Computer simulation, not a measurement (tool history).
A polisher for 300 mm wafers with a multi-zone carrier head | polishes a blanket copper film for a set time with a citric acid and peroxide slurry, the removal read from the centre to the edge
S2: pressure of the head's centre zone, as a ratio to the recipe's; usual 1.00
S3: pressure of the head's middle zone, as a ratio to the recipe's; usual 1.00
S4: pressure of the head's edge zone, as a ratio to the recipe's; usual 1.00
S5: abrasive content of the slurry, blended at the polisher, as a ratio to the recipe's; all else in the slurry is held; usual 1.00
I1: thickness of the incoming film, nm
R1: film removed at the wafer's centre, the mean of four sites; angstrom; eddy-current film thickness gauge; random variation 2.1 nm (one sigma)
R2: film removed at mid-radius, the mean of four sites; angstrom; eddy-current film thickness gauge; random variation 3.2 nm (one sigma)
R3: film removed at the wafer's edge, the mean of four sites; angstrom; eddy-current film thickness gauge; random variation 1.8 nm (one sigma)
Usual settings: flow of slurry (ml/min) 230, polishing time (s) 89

{"run": 1, "hour": 0.0, "flow of slurry (ml/min)": 230, "S2": 1.0, "S3": 1.0, "S4": 1.0, "S5": 1.0, "polishing time (s)": 89, "I1": 1074.4, "R1": 2300, "R2": 2332, "R3": 2351}
{"run": 2, "hour": 51.5, "flow of slurry (ml/min)": 230, "S2": 1.0, "S3": 1.0, "S4": 1.0, "S5": 1.0, "polishing time (s)": 89, "I1": 1065.7, "R1": 2295, "R2": 2314, "R3": 2340}
{"hour": 126.9, "done": "edge zone pressure recalibrated"}
{"run": 3, "hour": 127.2, "flow of slurry (ml/min)": 230, "S2": 1.0, "S3": 1.0, "S4": 1.05, "S5": 1.0, "polishing time (s)": 89, "I1": 1074.7, "R1": 2292, "R2": 2346, "R3": 2423}
{"run": 4, "hour": 189.3, "flow of slurry (ml/min)": 230, "S2": 1.0, "S3": 1.0, "S4": 1.0, "S5": 1.2, "polishing time (s)": 113, "I1": 1057.0, "R1": 3052, "R2": 2983, "R3": 3072}
{"hour": 209.5, "done": "worn pad replaced by a new one"}
{"run": 5, "hour": 245.9, "flow of slurry (ml/min)": 230, "S2": 1.0, "S3": 1.0, "S4": 1.0, "S5": 1.0, "polishing time (s)": 89, "I1": 1072.1, "R1": 2317, "R2": 2308, "R3": 2347}
{"run": 6, "hour": 329.1, "flow of slurry (ml/min)": 290, "S2": 1.08, "S3": 1.0, "S4": 1.0, "S5": 1.0, "polishing time (s)": 89, "I1": 1056.0, "R1": 2533, "R2": 2368, "R3": 2389}
{"hour": 441.9, "done": "centre zone pressure recalibrated"}
{"hour": 500.9, "done": "worn pad replaced by a new one"}
{"run": 7, "hour": 588.2, "flow of slurry (ml/min)": 290, "S2": 1.08, "S3": 1.0, "S4": 1.0, "S5": 1.0, "polishing time (s)": 89, "I1": 1082.2, "R1": 2533, "R2": 2347, "R3": 2400}
{"hour": 635.1, "done": "edge zone pressure recalibrated"}
{"run": 8, "hour": 680.9, "flow of slurry (ml/min)": 290, "S2": 1.08, "S3": 1.0, "S4": 1.0, "S5": 1.0, "polishing time (s)": 89, "I1": 1088.6, "R1": 2509, "R2": 2386, "R3": 2405}
{"run": 9, "hour": 753.0, "flow of slurry (ml/min)": 230, "S2": 1.0, "S3": 1.0, "S4": 1.08, "S5": 1.0, "polishing time (s)": 89, "I1": 1069.8, "R1": 2306, "R2": 2258, "R3": 2421}
{"hour": 806.0, "done": "worn pad replaced by a new one"}
{"run": 10, "hour": 835.8, "flow of slurry (ml/min)": 230, "S2": 1.0, "S3": 0.89, "S4": 0.9, "S5": 1.0, "polishing time (s)": 89, "I1": 1076.4, "R1": 2317, "R2": 2111, "R3": 2251}
{"hour": 842.4, "done": "slurry nozzle cleaned"}
{"run": 11, "hour": 890.1, "flow of slurry (ml/min)": 270, "S2": 1.05, "S3": 1.0, "S4": 1.0, "S5": 1.1, "polishing time (s)": 64, "I1": 1069.7, "R1": 1797, "R2": 1719, "R3": 1766}
{"run": 12, "hour": 982.7, "flow of slurry (ml/min)": 230, "S2": 1.0, "S3": 1.0, "S4": 1.08, "S5": 1.0, "polishing time (s)": 89, "I1": 1066.7, "R1": 2293, "R2": 2300, "R3": 2438}
{"hour": 1005.5, "done": "carrier head's membrane replaced by a new one"}
{"hour": 1072.1, "done": "worn pad replaced by a new one"}
{"run": 13, "hour": 1088.6, "flow of slurry (ml/min)": 230, "S2": 0.88, "S3": 0.96, "S4": 1.0, "S5": 1.0, "polishing time (s)": 89, "I1": 1073.7, "R1": 2034, "R2": 2207, "R3": 2404}
{"run": 14, "hour": 1151.6, "flow of slurry (ml/min)": 230, "S2": 1.0, "S3": 1.0, "S4": 1.09, "S5": 1.0, "polishing time (s)": 89, "I1": 1064.1, "R1": 2317, "R2": 2293, "R3": 2442}
{"hour": 1172.6, "done": "edge zone pressure recalibrated"}
{"run": 15, "hour": 1192.6, "flow of slurry (ml/min)": 185, "S2": 1.0, "S3": 1.06, "S4": 0.93, "S5": 1.0, "polishing time (s)": 119, "I1": 1071.4, "R1": 2955, "R2": 3189, "R3": 3037}
{"run": 16, "hour": 1256.8, "flow of slurry (ml/min)": 230, "S2": 1.0, "S3": 0.89, "S4": 0.9, "S5": 1.0, "polishing time (s)": 89, "I1": 1066.0, "R1": 2308, "R2": 2097, "R3": 2261}
{"hour": 1316.6, "done": "worn pad replaced by a new one"}
{"run": 17, "hour": 1344.9, "flow of slurry (ml/min)": 230, "S2": 1.0, "S3": 1.0, "S4": 0.96, "S5": 1.25, "polishing time (s)": 89, "I1": 1072.7, "R1": 2393, "R2": 2361, "R3": 2408}
{"run": 18, "hour": 1427.2, "flow of slurry (ml/min)": 255, "S2": 0.93, "S3": 1.0, "S4": 1.1, "S5": 1.0, "polishing time (s)": 89, "I1": 1090.3, "R1": 2158, "R2": 2334, "R3": 2487}

The tool's hidden state at each run:
removal rate lost through wear of the pad, %: 0 in every run
slurry flow missing at the pad, %: 0 in every run
deviation of the centre zone's pressure from its setpoint, %: 0 in every run
deviation of the edge zone's pressure from its setpoint, %: 0 in every run
